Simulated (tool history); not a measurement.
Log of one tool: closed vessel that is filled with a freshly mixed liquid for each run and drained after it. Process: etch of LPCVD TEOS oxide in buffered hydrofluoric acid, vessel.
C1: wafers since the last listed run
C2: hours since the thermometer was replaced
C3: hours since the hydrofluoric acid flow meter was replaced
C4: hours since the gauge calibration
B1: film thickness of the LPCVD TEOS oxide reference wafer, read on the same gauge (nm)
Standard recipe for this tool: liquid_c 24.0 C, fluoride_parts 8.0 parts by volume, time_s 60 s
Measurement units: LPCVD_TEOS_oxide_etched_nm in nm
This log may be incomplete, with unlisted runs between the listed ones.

Run 1, hour 0.0: usual settings; C1 0; C2 1134.9; C3 2518.3; C4 670.5; B1 129.97. Result: LPCVD_TEOS_oxide_etched_nm 142.42 nm.
At hour 37.9: hydrofluoric acid flow meter replaced.
Run 2, hour 45.6: usual settings; C1 6454; C2 1180.5; C3 7.7; C4 716.1; B1 130.05. Result: LPCVD_TEOS_oxide_etched_nm 122.60 nm.
At hour 47.2: gauge calibrated.
Run 3, hour 52.1: usual settings but liquid_c 21.0 C, time_s 50 s; C1 940; C2 1187.0; C3 14.2; C4 4.9; B1 130.00. Result: LPCVD_TEOS_oxide_etched_nm 87.09 nm.
Run 4, hour 60.4: usual settings but time_s 80 s; C1 1201; C2 1195.3; C3 22.5; C4 13.2; B1 129.99. Result: LPCVD_TEOS_oxide_etched_nm 165.30 nm.
Run 5, hour 74.8: usual settings but time_s 80 s; C1 2083; C2 1209.7; C3 36.9; C4 27.6; B1 129.97. Result: LPCVD_TEOS_oxide_etched_nm 164.91 nm.
Run 6, hour 89.3: usual settings but time_s 70 s; C1 2098; C2 1224.2; C3 51.4; C4 42.1; B1 130.01. Result: LPCVD_TEOS_oxide_etched_nm 144.87 nm.
Run 7, hour 104.8: usual settings but time_s 70 s; C1 2243; C2 1239.7; C3 66.9; C4 57.6; B1 129.96. Result: LPCVD_TEOS_oxide_etched_nm 143.43 nm.
Run 8, hour 111.8: usual settings but time_s 70 s; C1 1012; C2 1246.7; C3 73.9; C4 64.6; B1 130.01. Result: LPCVD_TEOS_oxide_etched_nm 144.05 nm.
Run 9, hour 119.7: usual settings but liquid_c 22.5 C, fluoride_parts 6.0 parts by volume, time_s 90 s; C1 1143; C2 1254.6; C3 81.8; C4 72.5; B1 130.00. Result: LPCVD_TEOS_oxide_etched_nm 225.49 nm.
Run 10, hour 126.6: usual settings but liquid_c 28.5 C, fluoride_parts 5.0 parts by volume, time_s 70 s; C1 998; C2 1261.5; C3 88.7; C4 79.4; B1 129.95. Result: LPCVD_TEOS_oxide_etched_nm 284.96 nm.
At hour 130.6: thermometer replaced.
Run 11, hour 139.1: usual settings; C1 1664; C2 8.5; C3 101.2; C4 91.9; B1 130.03. Result: LPCVD_TEOS_oxide_etched_nm 122.43 nm.
Run 12, hour 148.0: usual settings; C1 1287; C2 17.4; C3 110.1; C4 100.8; B1 130.01. Result: LPCVD_TEOS_oxide_etched_nm 123.91 nm.
Run 13, hour 158.0: usual settings but fluoride_parts 5.5 parts by volume, time_s 40 s; C1 1447; C2 27.4; C3 120.1; C4 110.8; B1 130.01. Result: LPCVD_TEOS_oxide_etched_nm 117.15 nm.
Run 14, hour 170.5: usual settings but fluoride_parts 10.0 parts by volume, time_s 85 s; C1 1808; C2 39.9; C3 132.6; C4 123.3; B1 129.98. Result: LPCVD_TEOS_oxide_etched_nm 143.75 nm.
Run 15, hour 185.7: usual settings but fluoride_parts 10.0 parts by volume, time_s 85 s; C1 2199; C2 55.1; C3 147.8; C4 138.5; B1 130.05. Result: LPCVD_TEOS_oxide_etched_nm 144.17 nm.
Run 16, hour 199.2: usual settings; C1 1953; C2 68.6; C3 161.3; C4 152.0; B1 130.02. Result: LPCVD_TEOS_oxide_etched_nm 124.38 nm.
Run 17, hour 213.7: usual settings but liquid_c 19.5 C, time_s 35 s; C1 2098; C2 83.1; C3 175.8; C4 166.5; B1 130.00. Result: LPCVD_TEOS_oxide_etched_nm 56.40 nm.
Run 18, hour 229.3: usual settings; C1 2257; C2 98.7; C3 191.4; C4 182.1; B1 129.99. Result: LPCVD_TEOS_oxide_etched_nm 125.33 nm.
Run 19, hour 239.0: usual settings; C1 1403; C2 108.4; C3 201.1; C4 191.8; B1 129.99. Result: LPCVD_TEOS_oxide_etched_nm 123.84 nm.
Run 20, hour 248.9: usual settings but liquid_c 25.5 C, fluoride_parts 5.0 parts by volume, time_s 50 s; C1 1432; C2 118.3; C3 211.0; C4 201.7; B1 130.02. Result: LPCVD_TEOS_oxide_etched_nm 172.42 nm.
Run 21, hour 255.7: usual settings but liquid_c 20.5 C, fluoride_parts 9.0 parts by volume, time_s 85 s; C1 984; C2 125.1; C3 217.8; C4 208.5; B1 129.99. Result: LPCVD_TEOS_oxide_etched_nm 128.87 nm.
Run 22, hour 263.0: usual settings but liquid_c 26.0 C, time_s 80 s; C1 1056; C2 132.4; C3 225.1; C4 215.8; B1 129.99. Result: LPCVD_TEOS_oxide_etched_nm 185.06 nm.
Run 23, hour 279.9: usual settings; C1 2445; C2 149.3; C3 242.0; C4 232.7; B1 130.00. Result: LPCVD_TEOS_oxide_etched_nm 125.05 nm.
Run 24, hour 330.1: usual settings but liquid_c 27.0 C, fluoride_parts 9.0 parts by volume; C1 7264; C2 199.5; C3 292.2; C4 282.9; B1 129.96. Result: LPCVD_TEOS_oxide_etched_nm 130.75 nm.
Run 25, hour 346.1: usual settings but liquid_c 19.5 C; C1 2315; C2 215.5; C3 308.2; C4 298.9; B1 130.01. Result: LPCVD_TEOS_oxide_etched_nm 97.53 nm.
Run 26, hour 357.1: usual settings but fluoride_parts 6.5 parts by volume; C1 1591; C2 226.5; C3 319.2; C4 309.9; B1 130.06. Result: LPCVD_TEOS_oxide_etched_nm 152.87 nm.
Run 27, hour 367.1: usual settings; C1 1447; C2 236.5; C3 329.2; C4 319.9; B1 129.95. Result: LPCVD_TEOS_oxide_etched_nm 125.65 nm.
Run 28, hour 380.8: usual settings but liquid_c 28.0 C; C1 1982; C2 250.2; C3 342.9; C4 333.6; B1 130.04. Result: LPCVD_TEOS_oxide_etched_nm 156.28 nm.
Run 29, hour 392.9: usual settings but liquid_c 21.5 C, fluoride_parts 10.0 parts by volume, time_s 40 s; C1 1750; C2 262.3; C3 355.0; C4 345.7; B1 129.99. Result: LPCVD_TEOS_oxide_etched_nm 59.52 nm.
Run 30, hour 405.9: usual settings but liquid_c 27.5 C, fluoride_parts 10.0 parts by volume, time_s 70 s; C1 1881; C2 275.3; C3 368.0; C4 358.7; B1 129.98. Result: LPCVD_TEOS_oxide_etched_nm 142.23 nm.
Run 31, hour 415.5: usual settings but liquid_c 19.5 C, fluoride_parts 9.5 parts by volume, time_s 70 s; C1 1389; C2 284.9; C3 377.6; C4 368.3; B1 130.01. Result: LPCVD_TEOS_oxide_etched_nm 95.76 nm.
Run 32, hour 421.6: usual settings; C1 882; C2 291.0; C3 383.7; C4 374.4; B1 130.04. Result: LPCVD_TEOS_oxide_etched_nm 126.28 nm.

Each row is a separate what-if for the run after 32, all from the same tool condition, not one after another. Results?
Run A, hour 422.3: usual settings but time_s 85 s; C1 101; C2 291.7; C3 384.4; C4 375.1; B1 ?. Result: LPCVD_TEOS_oxide_etched_nm ?.
Run B, hour 422.3: usual settings but time_s 45 s; C1 101; C2 291.7; C3 384.4; C4 375.1; B1 ?. Result: LPCVD_TEOS_oxide_etched_nm ?.
Run C, hour 422.3: usual settings but liquid_c 28.5 C, fluoride_parts 9.5 parts by volume; C1 101; C2 291.7; C3 384.4; C4 375.1; B1 ?. Result: LPCVD_TEOS_oxide_etched_nm ?.
Run D, hour 422.3: usual settings but liquid_c 26.0 C, fluoride_parts 5.0 parts by volume; C1 101; C2 291.7; C3 384.4; C4 375.1; B1 ?. Result: LPCVD_TEOS_oxide_etched_nm ?.
Run E, hour 422.3: usual settings but liquid_c 21.5 C; C1 101; C2 291.7; C3 384.4; C4 375.1; B1 ?. Result: LPCVD_TEOS_oxide_etched_nm ?.

run      B1  LPCVD_TEOS_oxide_etched_nm
  A  130.01                      178.35
  B  130.01                       94.42
  C  130.01                      134.63
  D  130.01                      215.16
  E  130.01                      109.74
Without the tool's unlogged condition, the same runs would have read:
run  LPCVD_TEOS_oxide_etched_nm
  A                      172.95
  B                       91.56
  C                      132.25
  D                      209.49
  E                      106.42
